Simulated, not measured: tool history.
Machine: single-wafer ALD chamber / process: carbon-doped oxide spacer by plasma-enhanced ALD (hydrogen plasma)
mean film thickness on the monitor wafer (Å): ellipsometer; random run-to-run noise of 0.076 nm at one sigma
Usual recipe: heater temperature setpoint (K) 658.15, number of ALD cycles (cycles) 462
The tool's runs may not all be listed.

| run | hour | heater temperature setpoint (K) | number of ALD cycles (cycles) | wafers since the last listed run | hours since the last thermocouple change | hours since the gauge calibration | read-back reference wafer on the same gauge, thickness_nm | mean film thickness on the monitor wafer (Å) |
|---|---|---|---|---|---|---|---|---|
| 1 | 0.0 | 658.15 | 462 | 0 | 489.7 | 64.7 | 22.800 | 228.04 |
| 2 | 94.9 | 658.15 | 462 | 77 | 584.6 | 159.6 | 22.788 | 228.65 |
| 3 | 162.2 | 658.15 | 462 | 55 | 651.9 | 226.9 | 22.769 | 228.08 |
| 4 | 451.2 | 658.15 | 462 | 236 | 940.9 | 515.9 | 22.800 | 229.21 |
|  | 524.4 | thermocouple changed; heater temperature recalibrated |
| 5 | 525.4 | 658.15 | 434 | 54 | 1.0 | 590.1 | 22.814 | 215.17 |
| 6 | 575.1 | 658.15 | 434 | 40 | 50.7 | 639.8 | 22.821 | 214.23 |
| 7 | 634.9 | 658.15 | 462 | 48 | 110.5 | 699.6 | 22.807 | 229.18 |
| 8 | 844.5 | 658.15 | 545 | 171 | 320.1 | 909.2 | 22.779 | 270.07 |
|  | 890.9 | gauge calibrated |
| 9 | 921.9 | 658.15 | 422 | 63 | 397.5 | 31.0 | 22.807 | 209.21 |
| 10 | 1028.6 | 658.15 | 386 | 87 | 504.2 | 137.7 | 22.818 | 191.69 |
| 11 | 1086.3 | 658.15 | 462 | 47 | 561.9 | 195.4 | 22.810 | 227.08 |
| 12 | 1165.5 | 658.15 | 434 | 64 | 641.1 | 274.6 | 22.784 | 214.34 |
| 13 | 1353.8 | 648.15 | 552 | 154 | 829.4 | 462.9 | 22.792 | 272.96 |
| 14 | 1458.0 | 664.15 | 418 | 85 | 933.6 | 567.1 | 22.794 | 207.17 |
| 15 | 1528.2 | 658.15 | 462 | 57 | 1003.8 | 637.3 | 22.777 | 230.08 |

Across each entry between runs, compare the hidden state at the last listed run before it with the hidden state at the first listed run after it:
In the gap between runs 4 and 5: thermocouple changed; heater temperature recalibrated (hour 524.4)
  no difference in the tool's unlogged condition between these two runs
In the gap between runs 8 and 9: gauge calibrated (hour 890.9)
  no difference in the tool's unlogged condition between these two runs
